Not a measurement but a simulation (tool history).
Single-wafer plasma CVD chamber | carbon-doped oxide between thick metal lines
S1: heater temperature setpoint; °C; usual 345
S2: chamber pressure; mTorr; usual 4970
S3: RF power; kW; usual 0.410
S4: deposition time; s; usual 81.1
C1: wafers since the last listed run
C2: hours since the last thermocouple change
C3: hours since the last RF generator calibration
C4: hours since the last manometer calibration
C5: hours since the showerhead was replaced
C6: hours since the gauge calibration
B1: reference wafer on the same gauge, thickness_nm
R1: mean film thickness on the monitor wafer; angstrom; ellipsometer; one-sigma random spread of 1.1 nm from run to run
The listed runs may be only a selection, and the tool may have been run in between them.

run,hour,S1,S2,S3,S4,C1,C2,C3,C4,C5,C6,B1,R1
1,0.0,345,4970,0.410,81.1,0,1814.2,309.7,1902.8,2052.2,448.1,435.533,3666.44
2,39.9,345,4970,0.410,81.1,793,1854.1,349.6,1942.7,2092.1,488.0,435.975,3683.43
3,121.3,345,4970,0.410,81.1,1619,1935.5,431.0,2024.1,2173.5,569.4,435.813,3666.94
4,205.9,345,4970,0.410,74.6,1683,2020.1,515.6,2108.7,2258.1,654.0,435.635,3373.87
5,279.3,345,4970,0.410,74.6,1460,2093.5,589.0,2182.1,2331.5,727.4,435.804,3348.36
6,580.7,353,4970,0.350,81.1,5996,2394.9,890.4,2483.5,2632.9,1028.8,435.904,3234.33
7,675.9,353,4970,0.350,81.1,1894,2490.1,985.6,2578.7,2728.1,1124.0,435.736,3247.44
8,725.7,353,4970,0.350,81.1,990,2539.9,1035.4,2628.5,2777.9,1173.8,435.875,3244.49
9,764.5,345,4970,0.410,81.1,771,2578.7,1074.2,2667.3,2816.7,1212.6,436.014,3627.88
10,815.1,342,4970,0.410,81.1,1006,2629.3,1124.8,2717.9,2867.3,1263.2,436.410,3650.87
11,888.4,342,4970,0.410,81.1,1458,2702.6,1198.1,2791.2,2940.6,1336.5,435.970,3665.02
12,995.6,345,4970,0.430,81.1,2132,2809.8,1305.3,2898.4,3047.8,1443.7,436.048,3727.40
# hour 1086.6: thermocouple changed; heater temperature recalibrated
# hour 1163.4: showerhead replaced
13,1163.9,345,4970,0.410,81.1,3030,77.3,1473.6,3066.7,0.5,1612.0,435.791,3699.79
# hour 1188.8: capacitance manometer re-zeroed and calibrated
14,1324.4,358,4970,0.485,76.5,3034,237.8,1634.1,135.6,161.0,1772.5,436.572,3696.79
# hour 1349.9: gauge calibrated
15,1407.9,330,4970,0.410,71.5,1661,321.3,1717.6,219.1,244.5,58.0,435.858,3406.40
16,1461.4,345,3860,0.440,81.1,1064,374.8,1771.1,272.6,298.0,111.5,435.906,3691.79
17,1550.3,345,4970,0.410,81.1,1768,463.7,1860.0,361.5,386.9,200.4,435.666,3654.98
# hour 1616.0: RF generator calibrated
18,1618.9,332,4970,0.410,70.7,1205,532.3,2.9,430.1,455.5,269.0,435.999,3395.47
19,1726.4,359,4970,0.410,85.5,2138,639.8,110.4,537.6,563.0,376.5,435.998,3751.81
20,1806.9,352,4970,0.410,94.2,1601,720.3,190.9,618.1,643.5,457.0,436.368,4216.44
21,2009.0,345,4970,0.410,89.2,4020,922.4,393.0,820.2,845.6,659.1,435.526,4036.77
22,2078.6,345,4970,0.410,81.1,1384,992.0,462.6,889.8,915.2,728.7,436.166,3653.65
23,2180.0,331,3950,0.445,70.5,2017,1093.4,564.0,991.2,1016.6,830.1,435.581,3405.43

What does the tool deliver on the next run?
24,2253.1,345,3970,0.410,81.1,1454,1166.5,637.1,1064.3,1089.7,903.2,?,?

Logged for run 24: B1 436.216, R1 3562.07 angstrom.
On a tool with no hidden condition, and with the same random variation, this run would have come out at R1 3668.95 angstrom.

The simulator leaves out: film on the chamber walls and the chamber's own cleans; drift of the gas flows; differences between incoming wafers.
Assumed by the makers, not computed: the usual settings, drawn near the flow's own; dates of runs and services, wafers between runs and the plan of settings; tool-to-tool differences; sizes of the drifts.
